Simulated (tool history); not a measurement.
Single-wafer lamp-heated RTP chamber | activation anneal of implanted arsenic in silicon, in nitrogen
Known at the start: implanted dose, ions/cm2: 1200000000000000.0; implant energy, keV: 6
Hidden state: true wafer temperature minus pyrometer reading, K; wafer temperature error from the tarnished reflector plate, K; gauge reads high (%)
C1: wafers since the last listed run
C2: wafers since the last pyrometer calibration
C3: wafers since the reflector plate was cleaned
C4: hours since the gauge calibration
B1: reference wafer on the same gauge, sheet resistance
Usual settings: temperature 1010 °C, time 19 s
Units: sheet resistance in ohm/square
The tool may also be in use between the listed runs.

{"run": 1, "hour": 0.0, "temperature": 1010, "time": 28, "C1": 0, "C2": 5849, "C3": 6728, "C4": 438.1, "B1": 137.94, "sheet resistance": 131.62}
{"run": 2, "hour": 45.1, "temperature": 1010, "time": 28, "C1": 710, "C2": 6559, "C3": 7438, "C4": 483.2, "B1": 137.99, "sheet resistance": 131.08}
{"hour": 55.9, "done": "pyrometer window cleaned and pyrometer calibrated"}
{"run": 3, "hour": 143.2, "temperature": 991, "time": 19, "C1": 1418, "C2": 1375, "C3": 8857, "C4": 581.3, "B1": 138.08, "sheet resistance": 167.35}
{"run": 4, "hour": 185.4, "temperature": 991, "time": 19, "C1": 664, "C2": 2039, "C3": 9521, "C4": 623.5, "B1": 138.02, "sheet resistance": 167.32}
{"run": 5, "hour": 259.1, "temperature": 991, "time": 19, "C1": 1160, "C2": 3200, "C3": 10682, "C4": 697.2, "B1": 138.01, "sheet resistance": 166.62}
{"hour": 298.4, "done": "reflector plate cleaned"}
{"run": 6, "hour": 345.8, "temperature": 1010, "time": 16, "C1": 1239, "C2": 4439, "C3": 746, "C4": 783.9, "B1": 138, "sheet resistance": 152.48}
{"run": 7, "hour": 432.2, "temperature": 1010, "time": 16, "C1": 1360, "C2": 5800, "C3": 2106, "C4": 870.3, "B1": 137.95, "sheet resistance": 151.16}
{"hour": 492.7, "done": "pyrometer window cleaned and pyrometer calibrated"}
{"run": 8, "hour": 499.7, "temperature": 1010, "time": 16, "C1": 936, "C2": 109, "C3": 3043, "C4": 937.8, "B1": 138.09, "sheet resistance": 156.18}
{"run": 9, "hour": 596.9, "temperature": 1020, "time": 19, "C1": 1530, "C2": 1640, "C3": 4574, "C4": 1035, "B1": 138.09, "sheet resistance": 137.04}
{"run": 10, "hour": 633.9, "temperature": 1020, "time": 19, "C1": 582, "C2": 2222, "C3": 5156, "C4": 1072, "B1": 137.86, "sheet resistance": 136.87}
{"run": 11, "hour": 736.1, "temperature": 1020, "time": 19, "C1": 1609, "C2": 3832, "C3": 6766, "C4": 1174.2, "B1": 138.01, "sheet resistance": 136.14}
{"run": 12, "hour": 800.1, "temperature": 1033, "time": 19, "C1": 1007, "C2": 4840, "C3": 7774, "C4": 1238.2, "B1": 138.04, "sheet resistance": 125.13}
{"hour": 834.5, "done": "pyrometer window cleaned and pyrometer calibrated"}
{"run": 13, "hour": 899.9, "temperature": 991, "time": 9, "C1": 1445, "C2": 1029, "C3": 9219, "C4": 1338, "B1": 138.1, "sheet resistance": 196.75}
{"run": 14, "hour": 959.7, "temperature": 986, "time": 12, "C1": 941, "C2": 1971, "C3": 10161, "C4": 1397.8, "B1": 138.08, "sheet resistance": 190.48}
{"hour": 1100.9, "done": "reflector plate cleaned"}
{"hour": 1103.3, "done": "gauge calibrated"}
{"hour": 1218.4, "done": "pyrometer window cleaned and pyrometer calibrated"}
{"run": 15, "hour": 1222.5, "temperature": 1010, "time": 19, "C1": 3886, "C2": 65, "C3": 1788, "C4": 119.2, "B1": 137.78, "sheet resistance": 149.46}
{"run": 16, "hour": 1268.2, "temperature": 1010, "time": 19, "C1": 719, "C2": 784, "C3": 2508, "C4": 164.9, "B1": 138.01, "sheet resistance": 148.39}
{"run": 17, "hour": 1352.9, "temperature": 983, "time": 26, "C1": 1333, "C2": 2118, "C3": 3841, "C4": 249.6, "B1": 138.13, "sheet resistance": 164.75}
{"run": 18, "hour": 1442.9, "temperature": 1032, "time": 25, "C1": 1417, "C2": 3535, "C3": 5259, "C4": 339.6, "B1": 137.99, "sheet resistance": 119.04}
{"run": 19, "hour": 1509.4, "temperature": 1010, "time": 19, "C1": 1047, "C2": 4583, "C3": 6306, "C4": 406.1, "B1": 138.03, "sheet resistance": 144.44}

Forecast run 20:
{"run": 20, "hour": 1563.5, "temperature": 1027, "time": 22, "C1": 851, "C2": 5434, "C3": 7158, "C4": 460.2, "B1": "?", "sheet resistance": "?"}

Run 20 gave B1 137.97, sheet resistance 125.84 ohm/square.
Without the tool's hidden state the same run would have given sheet resistance 129.38 ohm/square.

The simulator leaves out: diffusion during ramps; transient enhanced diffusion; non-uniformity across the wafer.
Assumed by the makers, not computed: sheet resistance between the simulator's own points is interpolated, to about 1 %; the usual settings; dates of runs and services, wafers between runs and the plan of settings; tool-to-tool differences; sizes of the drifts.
